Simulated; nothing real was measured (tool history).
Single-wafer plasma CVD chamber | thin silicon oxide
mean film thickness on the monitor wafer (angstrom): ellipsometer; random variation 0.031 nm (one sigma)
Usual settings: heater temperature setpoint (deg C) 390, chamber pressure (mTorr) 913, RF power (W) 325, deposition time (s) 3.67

| run | hour | heater temperature setpoint (deg C) | chamber pressure (mTorr) | RF power (W) | deposition time (s) | read-back reference wafer on the same gauge, thickness_nm | mean film thickness on the monitor wafer (angstrom) |
|---|---|---|---|---|---|---|---|
| 1 | 0.0 | 390 | 913 | 325 | 3.88 | 6.631 | 72.15 |
| 2 | 13.1 | 390 | 1006 | 325 | 3.67 | 6.639 | 74.33 |
| 3 | 30.7 | 390 | 1006 | 325 | 3.67 | 6.637 | 74.12 |
| 4 | 46.9 | 390 | 1006 | 325 | 3.67 | 6.644 | 73.64 |
|  | 86.1 | thermocouple changed; heater temperature recalibrated |
|  | 94.2 | showerhead replaced |
| 5 | 96.7 | 390 | 913 | 325 | 3.67 | 6.641 | 68.15 |
| 6 | 110.8 | 390 | 913 | 325 | 3.67 | 6.635 | 68.42 |
|  | 111.6 | gauge calibrated |
|  | 124.3 | RF generator calibrated |
| 7 | 124.8 | 390 | 853 | 325 | 3.67 | 6.639 | 66.86 |
| 8 | 134.0 | 390 | 853 | 325 | 3.67 | 6.639 | 66.70 |
| 9 | 151.3 | 382 | 913 | 325 | 3.14 | 6.649 | 60.83 |
| 10 | 169.1 | 382 | 913 | 325 | 3.14 | 6.644 | 60.88 |
| 11 | 176.4 | 390 | 913 | 325 | 3.67 | 6.647 | 70.57 |
| 12 | 189.6 | 394 | 1010 | 345 | 3.67 | 6.645 | 78.38 |
| 13 | 202.6 | 390 | 913 | 325 | 3.67 | 6.645 | 71.39 |
| 14 | 218.2 | 384 | 1002 | 360 | 3.26 | 6.644 | 71.56 |
| 15 | 228.6 | 378 | 1055 | 365 | 4.02 | 6.640 | 91.76 |
| 16 | 243.3 | 390 | 1018 | 370 | 3.67 | 6.636 | 82.12 |
| 17 | 259.6 | 394 | 913 | 325 | 3.13 | 6.646 | 60.45 |
|  | 270.5 | capacitance manometer re-zeroed and calibrated |
| 18 | 271.0 | 390 | 913 | 385 | 3.67 | 6.646 | 75.98 |
| 19 | 285.6 | 396 | 913 | 270 | 3.86 | 6.636 | 67.50 |
| 20 | 298.0 | 390 | 913 | 325 | 3.67 | 6.644 | 70.43 |
| 21 | 318.6 | 378 | 1055 | 365 | 4.02 | 6.631 | 92.54 |
| 22 | 332.4 | 405 | 913 | 360 | 3.67 | 6.636 | 73.31 |
| 23 | 346.1 | 383 | 846 | 325 | 3.67 | 6.635 | 66.37 |
| 24 | 353.1 | 390 | 1006 | 325 | 3.67 | 6.642 | 76.72 |
| 25 | 360.6 | 390 | 913 | 325 | 3.67 | 6.641 | 70.36 |
| 26 | 373.5 | 390 | 913 | 325 | 3.67 | 6.639 | 70.42 |
| 27 | 380.9 | 390 | 913 | 325 | 3.67 | 6.640 | 70.32 |

The next listed run, before its measurement:
| 28 | 397.0 | 403 | 913 | 370 | 3.35 | ? | ? |

read-back reference wafer on the same gauge, thickness_nm: 6.640
mean film thickness on the monitor wafer (angstrom): 67.29
Without the tool's hidden state the same run would have given mean film thickness on the monitor wafer (angstrom) 68.05.

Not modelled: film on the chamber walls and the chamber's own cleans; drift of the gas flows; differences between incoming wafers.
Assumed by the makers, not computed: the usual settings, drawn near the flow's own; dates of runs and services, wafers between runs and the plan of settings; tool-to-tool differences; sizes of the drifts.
